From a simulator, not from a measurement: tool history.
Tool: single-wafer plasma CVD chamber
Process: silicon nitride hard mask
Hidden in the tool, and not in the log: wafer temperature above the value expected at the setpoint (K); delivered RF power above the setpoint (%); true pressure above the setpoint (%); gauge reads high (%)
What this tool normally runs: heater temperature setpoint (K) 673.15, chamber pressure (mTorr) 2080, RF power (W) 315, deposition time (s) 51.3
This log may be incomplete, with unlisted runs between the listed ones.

| run | hour | heater temperature setpoint (K) | chamber pressure (mTorr) | RF power (W) | deposition time (s) | wafers since the last listed run | hours since the last thermocouple change | hours since the last RF generator calibration | hours since the last manometer calibration | hours since the showerhead was replaced | hours since the gauge calibration | read-back reference wafer on the same gauge, thickness_nm | mean film thickness on the monitor wafer (nm) |
|---|---|---|---|---|---|---|---|---|---|---|---|---|---|
| 1 | 0 | 673.15 | 2080 | 315 | 51.3 | 0 | 578.9 | 1010.5 | 392.7 | 5291 | 2212 | 66.517 | 69.266 |
| 2 | 66 | 673.15 | 2080 | 315 | 51.3 | 746 | 644.9 | 1076.5 | 458.7 | 5357 | 2278 | 66.56 | 68.606 |
| 3 | 135 | 673.15 | 2080 | 315 | 51.3 | 780 | 713.9 | 1145.5 | 527.7 | 5426 | 2347 | 66.43 | 68.673 |
| 4 | 186.5 | 673.15 | 2080 | 315 | 51.3 | 582 | 765.4 | 1197 | 579.2 | 5477.5 | 2398.5 | 66.558 | 69.263 |
| 5 | 267.5 | 673.15 | 2080 | 280 | 51.3 | 916 | 846.4 | 1278 | 660.2 | 5558.5 | 2479.5 | 66.4 | 63.712 |
| 6 | 308.6 | 682.15 | 1740 | 315 | 51.3 | 464 | 887.5 | 1319.1 | 701.3 | 5599.6 | 2520.6 | 66.506 | 66.561 |
| 7 | 441.2 | 673.15 | 2080 | 315 | 51.3 | 1499 | 1020.1 | 1451.7 | 833.9 | 5732.2 | 2653.2 | 66.505 | 69.012 |
| 8 | 510.1 | 673.15 | 2080 | 315 | 51.3 | 779 | 1089 | 1520.6 | 902.8 | 5801.1 | 2722.1 | 66.529 | 69.52 |
| 9 | 562.3 | 684.15 | 2080 | 350 | 51.3 | 590 | 1141.2 | 1572.8 | 955 | 5853.3 | 2774.3 | 66.412 | 72.864 |
| 10 | 629.3 | 673.15 | 1890 | 315 | 51.3 | 757 | 1208.2 | 1639.8 | 1022 | 5920.3 | 2841.3 | 66.406 | 67.869 |
|  | 640.2 | gauge calibrated |
|  | 881.7 | capacitance manometer re-zeroed and calibrated |
| 11 | 934.4 | 667.15 | 2510 | 315 | 47.7 | 3360 | 1513.3 | 1944.9 | 52.7 | 6225.4 | 294.2 | 66.465 | 66.562 |
| 12 | 972.7 | 673.15 | 2320 | 315 | 51.3 | 433 | 1551.6 | 1983.2 | 91 | 6263.7 | 332.5 | 66.507 | 69.895 |
| 13 | 1053.1 | 673.15 | 1780 | 285 | 51.3 | 909 | 1632 | 2063.6 | 171.4 | 6344.1 | 412.9 | 66.487 | 63.229 |
|  | 1128.6 | showerhead replaced |
| 14 | 1129.1 | 673.15 | 2580 | 315 | 51.3 | 769 | 1708 | 2139.6 | 247.4 | 0.5 | 488.9 | 66.427 | 72.432 |
| 15 | 1197.3 | 673.15 | 1650 | 315 | 51.3 | 771 | 1776.2 | 2207.8 | 315.6 | 68.7 | 557.1 | 66.474 | 66.923 |
| 16 | 1244.7 | 673.15 | 2080 | 315 | 51.3 | 536 | 1823.6 | 2255.2 | 363 | 116.1 | 604.5 | 66.581 | 69.112 |
|  | 1306.3 | thermocouple changed; heater temperature recalibrated |
| 17 | 1511.5 | 673.15 | 2080 | 315 | 51.3 | 2926 | 205.2 | 2522 | 629.8 | 382.9 | 871.3 | 66.478 | 68.884 |
| 18 | 1605.1 | 685.15 | 2080 | 315 | 51.3 | 1058 | 298.8 | 2615.6 | 723.4 | 476.5 | 964.9 | 66.549 | 69.34 |
| 19 | 1875.5 | 673.15 | 2080 | 355 | 45.4 | 3058 | 569.2 | 2886 | 993.8 | 746.9 | 1235.3 | 66.521 | 65.709 |
|  | 1889.3 | RF generator calibrated |
| 20 | 1934.3 | 673.15 | 2250 | 315 | 57 | 574 | 628 | 45 | 1052.6 | 805.7 | 1294.1 | 66.458 | 77.483 |
| 21 | 2007.7 | 673.15 | 2220 | 315 | 51.3 | 830 | 701.4 | 118.4 | 1126 | 879.1 | 1367.5 | 66.476 | 69.781 |
| 22 | 2091.9 | 659.15 | 2380 | 375 | 57.4 | 952 | 785.6 | 202.6 | 1210.2 | 963.3 | 1451.7 | 66.484 | 88.846 |
| 23 | 2197.1 | 682.15 | 2470 | 280 | 57.3 | 1189 | 890.8 | 307.8 | 1315.4 | 1068.5 | 1556.9 | 66.466 | 73.127 |
| 24 | 2304.1 | 673.15 | 2080 | 355 | 56.1 | 1210 | 997.8 | 414.8 | 1422.4 | 1175.5 | 1663.9 | 66.576 | 81.041 |
|  | 2317.5 | capacitance manometer re-zeroed and calibrated |
| 25 | 2355.4 | 680.15 | 2080 | 315 | 44.1 | 489 | 1049.1 | 466.1 | 37.9 | 1226.8 | 1715.2 | 66.538 | 59.364 |
| 26 | 2648.3 | 668.15 | 2080 | 315 | 51.3 | 3312 | 1342 | 759 | 330.8 | 1519.7 | 2008.1 | 66.516 | 69.506 |
| 27 | 2750.4 | 661.15 | 1870 | 315 | 51.3 | 1154 | 1444.1 | 861.1 | 432.9 | 1621.8 | 2110.2 | 66.556 | 68.673 |

Describe how what the log doesn't record of the tool's condition differs between the last listed run preceding each entry between runs and the first listed run following it.
Between runs 10 and 11: gauge calibrated (hour 640.2); capacitance manometer re-zeroed and calibrated (hour 881.7)
  nothing in the hidden state changes from one run to the other
Between runs 13 and 14: showerhead replaced (hour 1128.6)
  nothing in the hidden state changes from one run to the other
Between runs 16 and 17: thermocouple changed; heater temperature recalibrated (hour 1306.3)
  nothing in the hidden state changes from one run to the other
Between runs 19 and 20: RF generator calibrated (hour 1889.3)
  nothing in the hidden state changes from one run to the other
Between runs 24 and 25: capacitance manometer re-zeroed and calibrated (hour 2317.5)
  nothing in the hidden state changes from one run to the other
